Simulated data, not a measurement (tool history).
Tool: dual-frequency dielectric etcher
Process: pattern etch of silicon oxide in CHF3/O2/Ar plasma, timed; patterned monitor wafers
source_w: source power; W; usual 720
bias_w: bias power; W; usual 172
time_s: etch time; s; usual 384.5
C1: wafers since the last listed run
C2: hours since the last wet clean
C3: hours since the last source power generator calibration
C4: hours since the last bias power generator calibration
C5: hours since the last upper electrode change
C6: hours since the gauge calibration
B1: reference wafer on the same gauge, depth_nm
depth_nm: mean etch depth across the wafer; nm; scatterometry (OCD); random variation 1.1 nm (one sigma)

Run 1, hour 0.0: usual settings but bias_w 140 W; C1 0; C2 360.7; C3 3448.6; C4 3548.3; C5 4220.7; C6 305.9; B1 636.8. Result: depth_nm 691.3 nm.
At hour 5.9: wet clean of the chamber.
Run 2, hour 30.4: usual settings but time_s 470.5 s; C1 135; C2 24.5; C3 3479.0; C4 3578.7; C5 4251.1; C6 336.3; B1 637.1. Result: depth_nm 915.2 nm.
Run 3, hour 42.5: usual settings but time_s 470.5 s; C1 67; C2 36.6; C3 3491.1; C4 3590.8; C5 4263.2; C6 348.4; B1 637.6. Result: depth_nm 915.6 nm.
Run 4, hour 59.3: usual settings but source_w 770 W, bias_w 151 W; C1 93; C2 53.4; C3 3507.9; C4 3607.6; C5 4280.0; C6 365.2; B1 637.2. Result: depth_nm 731.9 nm.
Run 5, hour 78.3: usual settings; C1 105; C2 72.4; C3 3526.9; C4 3626.6; C5 4299.0; C6 384.2; B1 636.6. Result: depth_nm 749.1 nm.
Run 6, hour 168.6: usual settings; C1 501; C2 162.7; C3 3617.2; C4 3716.9; C5 4389.3; C6 474.5; B1 637.1. Result: depth_nm 743.6 nm.
Run 7, hour 188.4: usual settings; C1 109; C2 182.5; C3 3637.0; C4 3736.7; C5 4409.1; C6 494.3; B1 637.0. Result: depth_nm 745.0 nm.
Run 8, hour 220.6: usual settings but bias_w 155 W; C1 178; C2 214.7; C3 3669.2; C4 3768.9; C5 4441.3; C6 526.5; B1 637.2. Result: depth_nm 717.7 nm.
Run 9, hour 237.3: usual settings but bias_w 155 W; C1 92; C2 231.4; C3 3685.9; C4 3785.6; C5 4458.0; C6 543.2; B1 637.0. Result: depth_nm 715.9 nm.
Run 10, hour 267.4: usual settings but bias_w 155 W; C1 167; C2 261.5; C3 3716.0; C4 3815.7; C5 4488.1; C6 573.3; B1 637.1. Result: depth_nm 715.4 nm.
Run 11, hour 290.8: usual settings but time_s 339.5 s; C1 129; C2 284.9; C3 3739.4; C4 3839.1; C5 4511.5; C6 596.7; B1 637.3. Result: depth_nm 653.7 nm.
Run 12, hour 303.6: usual settings but time_s 339.5 s; C1 71; C2 297.7; C3 3752.2; C4 3851.9; C5 4524.3; C6 609.5; B1 637.3. Result: depth_nm 652.7 nm.
Run 13, hour 316.1: usual settings but time_s 339.5 s; C1 69; C2 310.2; C3 3764.7; C4 3864.4; C5 4536.8; C6 622.0; B1 637.4. Result: depth_nm 655.6 nm.
At hour 343.9: wet clean of the chamber.
Run 14, hour 344.7: usual settings; C1 25; C2 0.8; C3 3793.3; C4 3893.0; C5 4565.4; C6 650.6; B1 636.9. Result: depth_nm 752.9 nm.
Run 15, hour 373.9: usual settings but source_w 840 W, bias_w 131 W, time_s 448.0 s; C1 162; C2 30.0; C3 3822.5; C4 3922.2; C5 4594.6; C6 679.8; B1 637.3. Result: depth_nm 846.9 nm.
At hour 388.1: source power generator calibrated.
At hour 400.4: bias power generator calibrated.
Run 16, hour 409.1: usual settings but source_w 820 W, bias_w 140 W, time_s 310.5 s; C1 150; C2 65.2; C3 21.0; C4 8.7; C5 4629.8; C6 715.0; B1 636.9. Result: depth_nm 592.2 nm.

Forecast run 17:
Run 17, hour 440.0: usual settings but source_w 610 W, time_s 446.5 s; C1 171; C2 96.1; C3 51.9; C4 39.6; C5 4660.7; C6 745.9; B1 ?. Result: depth_nm ?.

Run 17 gave B1 636.7, depth_nm 817.1 nm.
Without the tool's hidden state the same run would have given depth_nm 820.8 nm.
